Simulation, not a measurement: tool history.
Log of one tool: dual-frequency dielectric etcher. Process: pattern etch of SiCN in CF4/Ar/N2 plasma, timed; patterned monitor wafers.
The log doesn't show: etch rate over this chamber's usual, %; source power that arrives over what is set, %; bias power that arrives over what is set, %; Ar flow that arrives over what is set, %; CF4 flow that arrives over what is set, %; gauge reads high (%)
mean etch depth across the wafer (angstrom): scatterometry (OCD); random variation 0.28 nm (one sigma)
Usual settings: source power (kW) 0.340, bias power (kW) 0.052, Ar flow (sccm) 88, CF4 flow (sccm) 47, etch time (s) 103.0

run,hour,source power (kW),bias power (kW),Ar flow (sccm),CF4 flow (sccm),etch time (s),wafers since the last listed run,hours since the last wet clean,hours since the last source power generator calibration,hours since the last bias power generator calibration,hours since the last Ar flow controller change,hours since the last CF4 flow controller change,hours since the last upper electrode change,hours since the gauge calibration,"read-back reference wafer on the same gauge, depth_nm",mean etch depth across the wafer (angstrom)
1,0.0,0.340,0.052,88,47,103.0,0,388.3,1474.5,3431.5,1292.8,1607.8,3283.2,92.5,55.4,632
2,28.5,0.340,0.052,88,47,93.0,308,416.8,1503.0,3460.0,1321.3,1636.3,3311.7,121.0,55.4,567
# hour 32.8: bias power generator calibrated
3,81.2,0.340,0.052,88,47,103.0,527,469.5,1555.7,48.4,1374.0,1689.0,3364.4,173.7,55.4,633
4,150.5,0.340,0.052,79,47,103.0,750,538.8,1625.0,117.7,1443.3,1758.3,3433.7,243.0,55.4,647
# hour 201.2: wet clean of the chamber
5,211.3,0.340,0.052,88,47,103.0,398,10.1,1685.8,178.5,1504.1,1819.1,3494.5,303.8,55.4,633
# hour 256.9: upper electrode replaced, of another model than before
# hour 316.9: CF4 flow controller replaced
6,372.7,0.400,0.052,70,47,103.0,1422,171.5,1847.2,339.9,1665.5,55.8,115.8,465.2,55.4,837
7,427.3,0.380,0.052,88,47,75.5,591,226.1,1901.8,394.5,1720.1,110.4,170.4,519.8,55.4,548
8,473.2,0.340,0.061,100,54,91.5,496,272.0,1947.7,440.4,1766.0,156.3,216.3,565.7,55.4,639
9,515.9,0.340,0.061,88,47,103.0,462,314.7,1990.4,483.1,1808.7,199.0,259.0,608.4,55.4,726
10,572.2,0.340,0.042,88,37,103.0,609,371.0,2046.7,539.4,1865.0,255.3,315.3,664.7,55.4,500
# hour 607.6: source power generator calibrated
11,630.5,0.340,0.052,98,52,88.0,587,429.3,22.9,597.7,1923.3,313.6,373.6,723.0,55.4,547
# hour 666.6: Ar flow controller replaced
12,699.0,0.340,0.052,88,47,103.0,676,497.8,91.4,666.2,32.4,382.1,442.1,791.5,55.4,641
# hour 748.6: wet clean of the chamber
13,749.1,0.340,0.041,79,37,120.5,282,0.5,141.5,716.3,82.5,432.2,492.2,841.6,55.4,577
14,779.9,0.270,0.052,75,47,103.0,333,31.3,172.3,747.1,113.3,463.0,523.0,872.4,55.4,457
15,809.8,0.310,0.052,88,47,103.0,323,61.2,202.2,777.0,143.2,492.9,552.9,902.3,55.4,556
16,835.7,0.340,0.052,88,47,103.0,280,87.1,228.1,802.9,169.1,518.8,578.8,928.2,55.4,633
17,895.1,0.340,0.052,88,47,103.0,643,146.5,287.5,862.3,228.5,578.2,638.2,987.6,55.4,638
18,989.2,0.340,0.052,88,47,103.0,1018,240.6,381.6,956.4,322.6,672.3,732.3,1081.7,55.4,637
19,1018.9,0.260,0.063,88,47,103.0,321,270.3,411.3,986.1,352.3,702.0,762.0,1111.4,55.4,482
20,1069.1,0.340,0.052,88,47,103.0,543,320.5,461.5,1036.3,402.5,752.2,812.2,1161.6,55.4,641
21,1109.9,0.410,0.052,88,36,117.0,441,361.3,502.3,1077.1,443.3,793.0,853.0,1202.4,55.4,887

Forecast each of these 4 alternatives for the next run:
A,1110.3,0.340,0.041,88,47,103.0,4,361.7,502.7,1077.5,443.7,793.4,853.4,1202.8,?,?
B,1110.3,0.340,0.039,77,47,103.0,4,361.7,502.7,1077.5,443.7,793.4,853.4,1202.8,?,?
C,1110.3,0.340,0.052,88,36,103.0,4,361.7,502.7,1077.5,443.7,793.4,853.4,1202.8,?,?
D,1110.3,0.340,0.044,88,47,103.0,4,361.7,502.7,1077.5,443.7,793.4,853.4,1202.8,?,?

run,"read-back reference wafer on the same gauge, depth_nm",mean etch depth across the wafer (angstrom)
A,55.4,506
B,55.4,494
C,55.4,600
D,55.4,544
Without the tool's hidden state the same runs would have given:
run,mean etch depth across the wafer (angstrom)
A,512
B,500
C,606
D,550
